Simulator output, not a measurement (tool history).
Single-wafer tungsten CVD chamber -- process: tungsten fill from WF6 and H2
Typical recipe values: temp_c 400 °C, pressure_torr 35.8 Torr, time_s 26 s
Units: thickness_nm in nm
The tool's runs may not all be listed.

| run | hour | temp_c | pressure_torr | time_s | read-back reference wafer on the same gauge, thickness_nm | thickness_nm |
|---|---|---|---|---|---|---|
| 1 | 0 | 400 | 35.8 | 26 | 76.387 | 68.822 |
| 2 | 36.6 | 400 | 35.8 | 26 | 76.369 | 68.81 |
| 3 | 91 | 400 | 35.8 | 26 | 76.479 | 68.936 |
| 4 | 138.9 | 389 | 35.8 | 27.2 | 76.44 | 56.793 |
| 5 | 177.8 | 389 | 35.8 | 27.2 | 76.394 | 56.61 |
|  | 228.2 | gauge calibrated |
| 6 | 242.5 | 389 | 35.8 | 27.2 | 76.399 | 57.057 |
|  | 300.1 | thermocouple changed; heater temperature recalibrated |
| 7 | 309.4 | 400 | 35.8 | 26 | 76.418 | 73.504 |
|  | 332.1 | capacitance manometer re-zeroed and calibrated |
| 8 | 335.2 | 400 | 35.8 | 26 | 76.495 | 70.187 |
| 9 | 366.2 | 400 | 35.8 | 26 | 76.397 | 69.794 |
|  | 411.3 | showerhead replaced |
| 10 | 411.8 | 400 | 35.8 | 26 | 76.38 | 69.45 |
| 11 | 434.5 | 400 | 43.3 | 23.8 | 76.309 | 69.24 |

What does the tool deliver on the next run?
| 12 | 477.1 | 406 | 41.4 | 22.7 | ? | ? |

read-back reference wafer on the same gauge, thickness_nm: 76.4
thickness_nm: 72.511 nm
Were there no unlogged condition in the tool, this run, its random variation unchanged, would have produced thickness_nm 74.682 nm.
